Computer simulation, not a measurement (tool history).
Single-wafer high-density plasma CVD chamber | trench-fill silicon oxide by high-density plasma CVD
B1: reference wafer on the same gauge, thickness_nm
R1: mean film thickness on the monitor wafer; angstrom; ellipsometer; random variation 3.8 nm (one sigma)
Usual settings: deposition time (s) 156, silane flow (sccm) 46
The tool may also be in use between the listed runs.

{"run": 1, "hour": 0.0, "deposition time (s)": 146, "silane flow (sccm)": 46, "B1": 918.6, "R1": 7498.47}
{"run": 2, "hour": 64.5, "deposition time (s)": 146, "silane flow (sccm)": 46, "B1": 919.908, "R1": 7551.43}
{"run": 3, "hour": 156.4, "deposition time (s)": 146, "silane flow (sccm)": 46, "B1": 921.457, "R1": 7557.95}
{"run": 4, "hour": 349.6, "deposition time (s)": 156, "silane flow (sccm)": 46, "B1": 918.787, "R1": 8115.24}
{"run": 5, "hour": 422.2, "deposition time (s)": 156, "silane flow (sccm)": 46, "B1": 919.011, "R1": 8098.43}
{"run": 6, "hour": 480.5, "deposition time (s)": 179, "silane flow (sccm)": 46, "B1": 921.115, "R1": 9361.23}
{"run": 7, "hour": 571.2, "deposition time (s)": 156, "silane flow (sccm)": 46, "B1": 920.359, "R1": 8038.25}
{"hour": 644.4, "done": "gauge calibrated"}
{"run": 8, "hour": 666.8, "deposition time (s)": 156, "silane flow (sccm)": 46, "B1": 918.965, "R1": 8151.25}
{"run": 9, "hour": 731.0, "deposition time (s)": 156, "silane flow (sccm)": 46, "B1": 920.027, "R1": 8060.98}
{"run": 10, "hour": 771.1, "deposition time (s)": 132, "silane flow (sccm)": 49, "B1": 918.859, "R1": 7143.35}
{"run": 11, "hour": 1078.7, "deposition time (s)": 132, "silane flow (sccm)": 49, "B1": 919.991, "R1": 7255.72}
{"run": 12, "hour": 1119.2, "deposition time (s)": 156, "silane flow (sccm)": 46, "B1": 920.598, "R1": 8093.32}
{"run": 13, "hour": 1206.1, "deposition time (s)": 156, "silane flow (sccm)": 46, "B1": 919.528, "R1": 8170.74}
{"run": 14, "hour": 1309.2, "deposition time (s)": 156, "silane flow (sccm)": 46, "B1": 918.739, "R1": 8133.2}
{"run": 15, "hour": 1395.7, "deposition time (s)": 156, "silane flow (sccm)": 46, "B1": 920.707, "R1": 8152.26}
{"run": 16, "hour": 1498.2, "deposition time (s)": 156, "silane flow (sccm)": 46, "B1": 919.854, "R1": 8159.58}
{"run": 17, "hour": 1573.2, "deposition time (s)": 156, "silane flow (sccm)": 46, "B1": 920.736, "R1": 8110.04}
{"run": 18, "hour": 1632.5, "deposition time (s)": 156, "silane flow (sccm)": 46, "B1": 920.244, "R1": 8062.58}
{"run": 19, "hour": 1719.1, "deposition time (s)": 156, "silane flow (sccm)": 46, "B1": 919.821, "R1": 8094.62}
{"run": 20, "hour": 1813.6, "deposition time (s)": 133, "silane flow (sccm)": 50, "B1": 920.216, "R1": 7325.73}
{"hour": 1910.7, "done": "silane flow controller replaced"}
{"run": 21, "hour": 1923.7, "deposition time (s)": 170, "silane flow (sccm)": 55, "B1": 917.933, "R1": 9313.36}
{"run": 22, "hour": 1976.6, "deposition time (s)": 156, "silane flow (sccm)": 46, "B1": 921.229, "R1": 7564.45}
{"run": 23, "hour": 2024.3, "deposition time (s)": 176, "silane flow (sccm)": 46, "B1": 920.059, "R1": 8572.02}
{"run": 24, "hour": 2078.6, "deposition time (s)": 147, "silane flow (sccm)": 49, "B1": 920.009, "R1": 7494.41}
{"run": 25, "hour": 2133.0, "deposition time (s)": 142, "silane flow (sccm)": 50, "B1": 920.012, "R1": 7365.94}
{"run": 26, "hour": 2201.9, "deposition time (s)": 156, "silane flow (sccm)": 46, "B1": 918.699, "R1": 7619.39}
{"run": 27, "hour": 2262.6, "deposition time (s)": 173, "silane flow (sccm)": 55, "B1": 920.697, "R1": 9557.51}
{"hour": 2339.1, "done": "gauge calibrated"}
{"run": 28, "hour": 2368.5, "deposition time (s)": 128, "silane flow (sccm)": 49, "B1": 918.855, "R1": 6597.9}
{"hour": 2432.1, "done": "silane flow controller replaced, repeated, since the last time left the tool worse"}
{"run": 29, "hour": 2449.6, "deposition time (s)": 137, "silane flow (sccm)": 51, "B1": 921.423, "R1": 7521.35}
{"run": 30, "hour": 2515.9, "deposition time (s)": 136, "silane flow (sccm)": 51, "B1": 920.834, "R1": 7462.01}
{"run": 31, "hour": 2614.4, "deposition time (s)": 134, "silane flow (sccm)": 40, "B1": 920.582, "R1": 6226.24}
{"run": 32, "hour": 2675.6, "deposition time (s)": 156, "silane flow (sccm)": 46, "B1": 920.567, "R1": 8024.89}
{"run": 33, "hour": 2722.5, "deposition time (s)": 128, "silane flow (sccm)": 49, "B1": 918.557, "R1": 6826.37}
{"run": 34, "hour": 2770.2, "deposition time (s)": 131, "silane flow (sccm)": 50, "B1": 920.657, "R1": 7132.89}
{"run": 35, "hour": 2864.5, "deposition time (s)": 156, "silane flow (sccm)": 46, "B1": 919.23, "R1": 8051.65}
{"run": 36, "hour": 2928.7, "deposition time (s)": 156, "silane flow (sccm)": 46, "B1": 922.53, "R1": 7962.28}
{"run": 37, "hour": 2984.5, "deposition time (s)": 156, "silane flow (sccm)": 46, "B1": 918.977, "R1": 8066.57}
{"run": 38, "hour": 3225.3, "deposition time (s)": 132, "silane flow (sccm)": 46, "B1": 920.594, "R1": 6848.52}
{"run": 39, "hour": 3274.5, "deposition time (s)": 143, "silane flow (sccm)": 50, "B1": 918.865, "R1": 7822.21}
{"run": 40, "hour": 3314.0, "deposition time (s)": 156, "silane flow (sccm)": 46, "B1": 919.146, "R1": 8062.46}
{"run": 41, "hour": 3407.9, "deposition time (s)": 144, "silane flow (sccm)": 51, "B1": 918.929, "R1": 7985.47}

4 ways to go on from here, each from the tool as it stands after run 41. What would each give?
{"run": "A", "hour": 3408.3, "deposition time (s)": 156, "silane flow (sccm)": 46, "B1": "?", "R1": "?"}
{"run": "B", "hour": 3408.3, "deposition time (s)": 136, "silane flow (sccm)": 40, "B1": "?", "R1": "?"}
{"run": "C", "hour": 3408.3, "deposition time (s)": 144, "silane flow (sccm)": 40, "B1": "?", "R1": "?"}
{"run": "D", "hour": 3408.3, "deposition time (s)": 165, "silane flow (sccm)": 53, "B1": "?", "R1": "?"}

run=A B1=919.511 R1=8045.16
run=B B1=919.511 R1=6388.37
run=C B1=919.511 R1=6764.16
run=D B1=919.511 R1=9394.47
Without the tool's hidden state the same runs would have given:
run=A R1=7920.68
run=B R1=6289.52
run=C R1=6659.49
run=D R1=9249.11
